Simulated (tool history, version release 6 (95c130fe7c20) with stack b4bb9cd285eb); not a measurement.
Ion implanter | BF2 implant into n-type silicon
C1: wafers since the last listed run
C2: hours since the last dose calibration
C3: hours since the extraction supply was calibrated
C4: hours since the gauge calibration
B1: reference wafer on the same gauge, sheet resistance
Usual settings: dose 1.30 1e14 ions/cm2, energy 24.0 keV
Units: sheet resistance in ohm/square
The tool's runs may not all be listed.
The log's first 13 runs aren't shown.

run 14 hour=582.3 | dose=1.30 energy=24.0 | C1=1077 C2=67.9 C3=5172.1 C4=853.2 | B1=712.03 | sheet_resistance=706.88
run 15 hour=627.6 | dose=1.30 energy=24.0 | C1=1025 C2=113.2 C3=5217.4 C4=898.5 | B1=712.14 | sheet_resistance=707.96
run 16 hour=688.1 | dose=1.30 energy=24.0 | C1=1369 C2=173.7 C3=5277.9 C4=959.0 | B1=711.93 | sheet_resistance=708.08
run 17 hour=725.1 | dose=1.30 energy=24.0 | C1=837 C2=210.7 C3=5314.9 C4=996.0 | B1=711.97 | sheet_resistance=707.21
run 18 hour=749.7 | dose=1.30 energy=24.0 | C1=557 C2=235.3 C3=5339.5 C4=1020.6 | B1=711.41 | sheet_resistance=707.64
run 19 hour=794.5 | dose=1.49 energy=27.5 | C1=1014 C2=280.1 C3=5384.3 C4=1065.4 | B1=712.03 | sheet_resistance=620.26
-- hour=815.5 extraction supply calibrated
run 20 hour=835.4 | dose=1.30 energy=24.0 | C1=744 C2=321.0 C3=19.9 C4=1106.3 | B1=712.12 | sheet_resistance=708.55
run 21 hour=870.7 | dose=1.30 energy=24.0 | C1=799 C2=356.3 C3=55.2 C4=1141.6 | B1=712.59 | sheet_resistance=704.58
run 22 hour=922.4 | dose=1.44 energy=28.5 | C1=1170 C2=408.0 C3=106.9 C4=1193.3 | B1=712.35 | sheet_resistance=634.25
run 23 hour=951.2 | dose=1.30 energy=24.0 | C1=652 C2=436.8 C3=135.7 C4=1222.1 | B1=712.22 | sheet_resistance=706.72
-- hour=977.1 gauge calibrated
run 24 hour=1018.5 | dose=1.30 energy=24.0 | C1=1523 C2=504.1 C3=203.0 C4=41.4 | B1=712.16 | sheet_resistance=711.04
run 25 hour=1047.0 | dose=1.30 energy=24.0 | C1=645 C2=532.6 C3=231.5 C4=69.9 | B1=711.65 | sheet_resistance=705.80
run 26 hour=1074.3 | dose=1.01 energy=28.5 | C1=618 C2=559.9 C3=258.8 C4=97.2 | B1=712.20 | sheet_resistance=847.93
run 27 hour=1119.5 | dose=1.05 energy=29.0 | C1=1023 C2=605.1 C3=304.0 C4=142.4 | B1=712.17 | sheet_resistance=821.23
run 28 hour=1186.8 | dose=1.02 energy=31.5 | C1=1523 C2=672.4 C3=371.3 C4=209.7 | B1=711.97 | sheet_resistance=833.74
run 29 hour=1212.1 | dose=1.01 energy=17.0 | C1=572 C2=697.7 C3=396.6 C4=235.0 | B1=711.75 | sheet_resistance=919.90
run 30 hour=1239.9 | dose=1.17 energy=29.0 | C1=629 C2=725.5 C3=424.4 C4=262.8 | B1=711.81 | sheet_resistance=752.16
run 31 hour=1264.3 | dose=0.95 energy=28.0 | C1=552 C2=749.9 C3=448.8 C4=287.2 | B1=711.93 | sheet_resistance=895.67
run 32 hour=1307.3 | dose=1.62 energy=16.0 | C1=973 C2=792.9 C3=491.8 C4=330.2 | B1=711.90 | sheet_resistance=616.92
run 33 hour=1378.5 | dose=1.14 energy=24.0 | C1=1612 C2=864.1 C3=563.0 C4=401.4 | B1=711.41 | sheet_resistance=789.29
run 34 hour=1423.4 | dose=1.48 energy=18.5 | C1=1016 C2=909.0 C3=607.9 C4=446.3 | B1=712.02 | sheet_resistance=656.25
run 35 hour=1478.8 | dose=1.30 energy=24.0 | C1=1254 C2=964.4 C3=663.3 C4=501.7 | B1=712.38 | sheet_resistance=708.02
run 36 hour=1529.3 | dose=0.95 energy=28.0 | C1=1143 C2=1014.9 C3=713.8 C4=552.2 | B1=711.83 | sheet_resistance=892.54
run 37 hour=1589.5 | dose=1.52 energy=32.0 | C1=1363 C2=1075.1 C3=774.0 C4=612.4 | B1=711.78 | sheet_resistance=597.71

4 ways to go on from here, each from the tool as it stands after run 37. What would each give?
run A hour=1589.9 | dose=1.30 energy=24.0 | C1=9 C2=1075.5 C3=774.4 C4=612.8 | B1=? | sheet_resistance=?
run B hour=1589.9 | dose=1.40 energy=21.5 | C1=9 C2=1075.5 C3=774.4 C4=612.8 | B1=? | sheet_resistance=?
run C hour=1589.9 | dose=0.92 energy=18.5 | C1=9 C2=1075.5 C3=774.4 C4=612.8 | B1=? | sheet_resistance=?
run D hour=1589.9 | dose=1.03 energy=17.5 | C1=9 C2=1075.5 C3=774.4 C4=612.8 | B1=? | sheet_resistance=?

run=A B1=712.33 sheet_resistance=707.24
run=B B1=712.33 sheet_resistance=674.53
run=C B1=712.33 sheet_resistance=980.41
run=D B1=712.33 sheet_resistance=900.17
Without the tool's hidden state the same runs would have given:
run=A sheet_resistance=707.24
run=B sheet_resistance=674.53
run=C sheet_resistance=980.41
run=D sheet_resistance=900.17
